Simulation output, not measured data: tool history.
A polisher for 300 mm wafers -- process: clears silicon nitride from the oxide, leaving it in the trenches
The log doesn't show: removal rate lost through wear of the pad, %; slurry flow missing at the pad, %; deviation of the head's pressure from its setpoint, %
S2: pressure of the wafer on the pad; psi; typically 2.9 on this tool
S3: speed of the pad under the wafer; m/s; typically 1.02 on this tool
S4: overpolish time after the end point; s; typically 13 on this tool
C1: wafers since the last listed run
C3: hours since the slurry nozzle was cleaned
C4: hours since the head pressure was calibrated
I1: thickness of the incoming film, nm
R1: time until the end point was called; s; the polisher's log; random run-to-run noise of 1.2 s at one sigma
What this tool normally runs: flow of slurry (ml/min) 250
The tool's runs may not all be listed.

run 1 hour=0 | flow_of_slurry_(ml/min)=250 S2=2.9 S3=1.02 S4=13 | C1=0 wafers_polished_on_this_pad=1034 C3=375.5 C4=548 | I1=100.4 | R1=141.2
-- hour=2 worn pad replaced by a new one
run 2 hour=28.8 | flow_of_slurry_(ml/min)=250 S2=2.9 S3=1.02 S4=13 | C1=148 wafers_polished_on_this_pad=148 C3=404.3 C4=576.8 | I1=100.5 | R1=139.2
run 3 hour=63.2 | flow_of_slurry_(ml/min)=250 S2=2.9 S3=1.02 S4=13 | C1=190 wafers_polished_on_this_pad=339 C3=438.7 C4=611.2 | I1=100.9 | R1=143.8
run 4 hour=123.5 | flow_of_slurry_(ml/min)=250 S2=2.9 S3=1.02 S4=13 | C1=334 wafers_polished_on_this_pad=674 C3=499 C4=671.5 | I1=100.6 | R1=142.5
-- hour=186.3 worn pad replaced by a new one
run 5 hour=194.1 | flow_of_slurry_(ml/min)=250 S2=2.9 S3=1.02 S4=13 | C1=369 wafers_polished_on_this_pad=43 C3=569.6 C4=742.1 | I1=100 | R1=144.6
run 6 hour=233.9 | flow_of_slurry_(ml/min)=250 S2=2.9 S3=0.88 S4=13 | C1=220 wafers_polished_on_this_pad=263 C3=609.4 C4=781.9 | I1=101 | R1=163.9
-- hour=272.1 slurry nozzle cleaned
run 7 hour=288.7 | flow_of_slurry_(ml/min)=250 S2=2.9 S3=0.88 S4=13 | C1=298 wafers_polished_on_this_pad=562 C3=16.6 C4=836.7 | I1=101.3 | R1=156.3
run 8 hour=353.2 | flow_of_slurry_(ml/min)=280 S2=2.9 S3=0.82 S4=13 | C1=357 wafers_polished_on_this_pad=920 C3=81.1 C4=901.2 | I1=99.3 | R1=160.1
-- hour=377 worn pad replaced by a new one
run 9 hour=389.7 | flow_of_slurry_(ml/min)=250 S2=2.9 S3=0.84 S4=13 | C1=180 wafers_polished_on_this_pad=70 C3=117.6 C4=937.7 | I1=101.5 | R1=164.1
run 10 hour=428 | flow_of_slurry_(ml/min)=280 S2=2.9 S3=1.02 S4=13 | C1=212 wafers_polished_on_this_pad=282 C3=155.9 C4=976 | I1=99.1 | R1=142.2
run 11 hour=479.7 | flow_of_slurry_(ml/min)=315 S2=2.9 S3=1.02 S4=18 | C1=286 wafers_polished_on_this_pad=569 C3=207.6 C4=1027.7 | I1=99.6 | R1=143.7
run 12 hour=542.2 | flow_of_slurry_(ml/min)=280 S2=2.4 S3=1.32 S4=17 | C1=346 wafers_polished_on_this_pad=916 C3=270.1 C4=1090.2 | I1=99.8 | R1=151.5
-- hour=551.1 worn pad replaced by a new one
run 13 hour=591 | flow_of_slurry_(ml/min)=330 S2=2.2 S3=1.34 S4=7 | C1=248 wafers_polished_on_this_pad=221 C3=318.9 C4=1139 | I1=99.9 | R1=163
run 14 hour=632.3 | flow_of_slurry_(ml/min)=250 S2=2.9 S3=1.02 S4=13 | C1=229 wafers_polished_on_this_pad=450 C3=360.2 C4=1180.3 | I1=98.1 | R1=152.5
-- hour=641.9 head pressure recalibrated
run 15 hour=685.1 | flow_of_slurry_(ml/min)=165 S2=2.4 S3=0.72 S4=9 | C1=281 wafers_polished_on_this_pad=732 C3=413 C4=43.2 | I1=100.2 | R1=218.2
-- hour=701 worn pad replaced by a new one
run 16 hour=711.6 | flow_of_slurry_(ml/min)=250 S2=2.9 S3=1.02 S4=13 | C1=124 wafers_polished_on_this_pad=58 C3=439.5 C4=69.7 | I1=100.7 | R1=135.7
run 17 hour=752.5 | flow_of_slurry_(ml/min)=190 S2=2.9 S3=1.02 S4=7 | C1=226 wafers_polished_on_this_pad=285 C3=480.4 C4=110.6 | I1=101.2 | R1=146.5
run 18 hour=788.4 | flow_of_slurry_(ml/min)=250 S2=3.9 S3=1.36 S4=10 | C1=199 wafers_polished_on_this_pad=484 C3=516.3 C4=146.5 | I1=101 | R1=87.7
run 19 hour=824 | flow_of_slurry_(ml/min)=175 S2=2.9 S3=0.66 S4=17 | C1=197 wafers_polished_on_this_pad=682 C3=551.9 C4=182.1 | I1=98.8 | R1=185.9
-- hour=859.6 worn pad replaced by a new one
run 20 hour=874.5 | flow_of_slurry_(ml/min)=250 S2=2.9 S3=1.02 S4=13 | C1=257 wafers_polished_on_this_pad=82 C3=602.4 C4=232.6 | I1=98.9 | R1=136.2

Below, some changes in R1 between adjacent runs. For each, the amount present without the hidden state too (settings, incoming material, random variation) and the amount remaining for the hidden state with gauge scatter not shared by both compared results:
Run 6 -> 7: slurry nozzle cleaned. R1 -7.6 s: hidden state -9.3, all else +1.7.
Run 14 -> 15: flow of slurry (ml/min) 250 -> 165, S2 2.9 -> 2.4, S3 1.02 -> 0.72, S4 13 -> 9, head pressure recalibrated. R1 +65.7 s: hidden state -13.1, all else +78.8.
Run 15 -> 16: flow of slurry (ml/min) 165 -> 250, S2 2.4 -> 2.9, S3 0.72 -> 1.02, S4 9 -> 13, worn pad replaced by a new one. R1 -82.5 s: hidden state -6, all else -76.5.
Run 18 -> 19: flow of slurry (ml/min) 250 -> 175, S2 3.9 -> 2.9, S3 1.36 -> 0.66, S4 10 -> 17. R1 +98.2 s: hidden state +9.1, all else +89.1.
